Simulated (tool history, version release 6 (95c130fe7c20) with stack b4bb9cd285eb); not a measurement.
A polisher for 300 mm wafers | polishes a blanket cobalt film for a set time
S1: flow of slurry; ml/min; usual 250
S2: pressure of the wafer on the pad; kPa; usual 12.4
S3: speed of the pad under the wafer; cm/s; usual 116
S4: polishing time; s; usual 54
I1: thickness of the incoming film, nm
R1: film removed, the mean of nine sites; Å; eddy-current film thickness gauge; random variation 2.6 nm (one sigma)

run     day   S1    S2   S3  S4      I1    R1
  1   0.000  250  12.4  116  54  1327.6  2702
  2   1.679  250  12.4  116  54  1325.9  2758
  3   2.971  185   9.0  116  54  1311.3  1755
  4   5.742  185   9.0  116  54  1345.3  1764
  5   7.971  185   9.0  116  54  1302.4  1782
  6  10.846  250  12.4  116  54  1310.0  2535
  7  12.017  250  12.4  116  54  1321.7  2560
  8  14.375  250  12.4  116  54  1313.8  2596
  9  16.458  250  12.4  116  54  1306.5  2580
 10  18.188  250  12.4  116  54  1333.3  2627
 11  20.358  250  12.4  116  54  1309.8  2672
 12  21.512  250  11.0  116  54  1326.4  2400
 13  23.542  250  11.0  116  54  1317.1  2359
 14  25.929  250  11.0  116  54  1301.4  2464
 15  28.150  250  12.4  116  54  1309.5  2502
 16  30.967  250  12.4  116  54  1319.2  2538
 17  32.350  250  12.4  116  54  1321.6  2498
 18  33.638  340  15.2   92  38  1323.0  1797
 19  35.479  200  11.0   90  54  1324.5  1723
 20  36.708  250  12.4  116  38  1332.6  1805
 21  39.196  250  12.4  116  71  1329.7  3362
 22  40.258  330  12.4  116  39  1337.5  1899
 23  43.125  180  12.4  106  45  1305.1  1938
 24  45.250  250  12.4  116  64  1335.3  3127
 25  46.375  250  12.4  116  54  1300.7  2653
 26  48.062  250  12.4  138  54  1331.9  3238
 27  49.475  250  15.9   92  71  1301.9  3620
 28  50.808  250  12.4  116  54  1304.1  2729
 29  53.458  250   9.0  116  54  1298.0  1964
 30  56.067  250  15.2  116  54  1339.8  3067
 31  57.350  250  12.4  116  54  1307.2  2545
 32  59.946  250  15.9  116  54  1319.5  3217
 33  61.721  250  12.4  116  44  1323.2  2111
 34  63.988  250  12.4  116  54  1335.5  2606
 35  65.500  280  12.4  116  63  1305.4  3085
 36  67.108  250   9.0  116  66  1294.9  2301
 37  69.771  210  14.5  134  44  1321.7  2894

Not shown: 10 entries that the log had between the listed runs. Between which runs, and how does the tool's hidden state differ before and after?
Between runs 2 and 3: head pressure recalibrated (day 2.325); worn pad replaced by a new one (day 2.475)
  deviation of the head's pressure from its setpoint, %: 11.2 -> 0.666
  measured less the result without the state, R1: +279 -> +12 Å
Between runs 10 and 11: worn pad replaced by a new one (day 18.529); slurry nozzle cleaned (day 19.208)
  deviation of the head's pressure from its setpoint, %: 4.58 -> 5.73
  measured less the result without the state, R1: +115 -> +145 Å
Between runs 14 and 15: head pressure recalibrated (day 27.629)
  deviation of the head's pressure from its setpoint, %: 9.34 -> 0.508
  measured less the result without the state, R1: +210 -> +12 Å
Between runs 18 and 19: worn pad replaced by a new one (day 33.862)
  deviation of the head's pressure from its setpoint, %: 1.07 -> 1.46
  measured less the result without the state, R1: +19 -> +25 Å
Between runs 25 and 26: worn pad replaced by a new one (day 47.283); slurry nozzle cleaned (day 48.025)
  deviation of the head's pressure from its setpoint, %: 5.98 -> 7.01
  measured less the result without the state, R1: +150 -> +212 Å
Between runs 29 and 30: head pressure recalibrated (day 53.783)
  deviation of the head's pressure from its setpoint, %: 10.9 -> 0.826
  measured less the result without the state, R1: +193 -> +25 Å
Between runs 33 and 34: worn pad replaced by a new one (day 62.771)
  deviation of the head's pressure from its setpoint, %: 1.73 -> 2.37
  measured less the result without the state, R1: +36 -> +60 Å
